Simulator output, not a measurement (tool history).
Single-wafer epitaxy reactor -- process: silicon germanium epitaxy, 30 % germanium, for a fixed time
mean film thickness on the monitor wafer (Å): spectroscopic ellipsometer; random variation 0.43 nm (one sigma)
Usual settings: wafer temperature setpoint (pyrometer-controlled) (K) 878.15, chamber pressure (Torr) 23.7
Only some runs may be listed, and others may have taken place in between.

run	hour	wafer temperature setpoint (pyrometer-controlled) (K)	chamber pressure (Torr)	wafers since the last listed run	hours since the last pyrometer calibration	hours since the last manometer calibration	hours since the showerhead was replaced	hours since the gauge calibration	read-back reference wafer on the same gauge, thickness_nm	mean film thickness on the monitor wafer (Å)
1	0.0	866.15	23.7	0	2307.7	1017.8	6402.4	621.5	89.769	618.51
2	55.0	878.15	28.4	651	2362.7	1072.8	6457.4	676.5	89.887	829.68
3	110.3	878.15	28.4	654	2418.0	1128.1	6512.7	731.8	89.836	840.51
4	174.2	875.15	23.7	756	2481.9	1192.0	6576.6	795.7	89.735	739.44
5	266.1	878.15	23.7	1088	2573.8	1283.9	6668.5	887.6	89.891	775.07
6	370.0	878.15	23.7	1230	2677.7	1387.8	6772.4	991.5	89.708	772.94
7	431.3	878.15	20.7	725	2739.0	1449.1	6833.7	1052.8	89.842	736.80
8	516.4	878.15	23.7	1007	2824.1	1534.2	6918.8	1137.9	89.859	772.03
# hour 614.7: pyrometer calibrated
9	620.9	878.15	23.7	1142	6.2	1638.7	7023.3	1242.4	89.830	772.13
# hour 681.3: capacitance manometer re-zeroed and calibrated
10	715.8	878.15	23.7	1029	101.1	34.5	7118.2	1337.3	89.585	793.23
11	786.1	884.15	21.9	832	171.4	104.8	7188.5	1407.6	89.908	867.31
12	881.2	884.15	21.9	1126	266.5	199.9	7283.6	1502.7	89.833	874.35
# hour 970.6: showerhead replaced
13	971.1	884.15	21.9	969	356.4	289.8	0.5	1592.6	89.721	871.35
14	1040.9	874.15	25.3	826	426.2	359.6	70.3	1662.4	89.878	751.81
15	1135.4	866.15	22.2	1119	520.7	454.1	164.8	1756.9	89.881	605.27
16	1199.5	878.15	23.7	759	584.8	518.2	228.9	1821.0	89.847	784.31
17	1277.0	875.15	23.7	917	662.3	595.7	306.4	1898.5	89.875	750.35
# hour 1360.4: gauge calibrated
18	1378.4	868.15	27.6	1200	763.7	697.1	407.8	18.0	89.732	683.38
19	1430.7	878.15	23.7	619	816.0	749.4	460.1	70.3	89.742	776.50
20	1522.6	891.15	23.7	1088	907.9	841.3	552.0	162.2	89.816	1006.86
21	1596.1	864.15	25.9	870	981.4	914.8	625.5	235.7	89.774	612.49
22	1702.3	893.15	20.7	1257	1087.6	1021.0	731.7	341.9	89.816	983.34
23	1773.1	888.15	18.1	838	1158.4	1091.8	802.5	412.7	89.788	858.99
24	1855.0	883.15	21.3	969	1240.3	1173.7	884.4	494.6	89.891	820.02
25	1901.1	878.15	23.7	545	1286.4	1219.8	930.5	540.7	89.798	774.12
26	1938.7	867.15	20.3	445	1324.0	1257.4	968.1	578.3	89.715	595.16

Give the tool's hidden conditions for every run:
wafer temperature above the value expected at the setpoint (K): 0 in every run
gauge reads high (%): 0 in every run
H1: true pressure above the setpoint (%)
run	H1
1	-5.19
2	-5.44
3	-5.68
4	-5.96
5	-6.36
6	-6.82
7	-7.09
8	-7.46
9	-7.92
10	-0.439
11	-0.748
12	-1.17
13	-1.56
14	-1.87
15	-2.28
16	-2.56
17	-2.91
18	-3.35
19	-3.58
20	-3.98
21	-4.31
22	-4.77
23	-5.08
24	-5.44
25	-5.65
26	-5.81
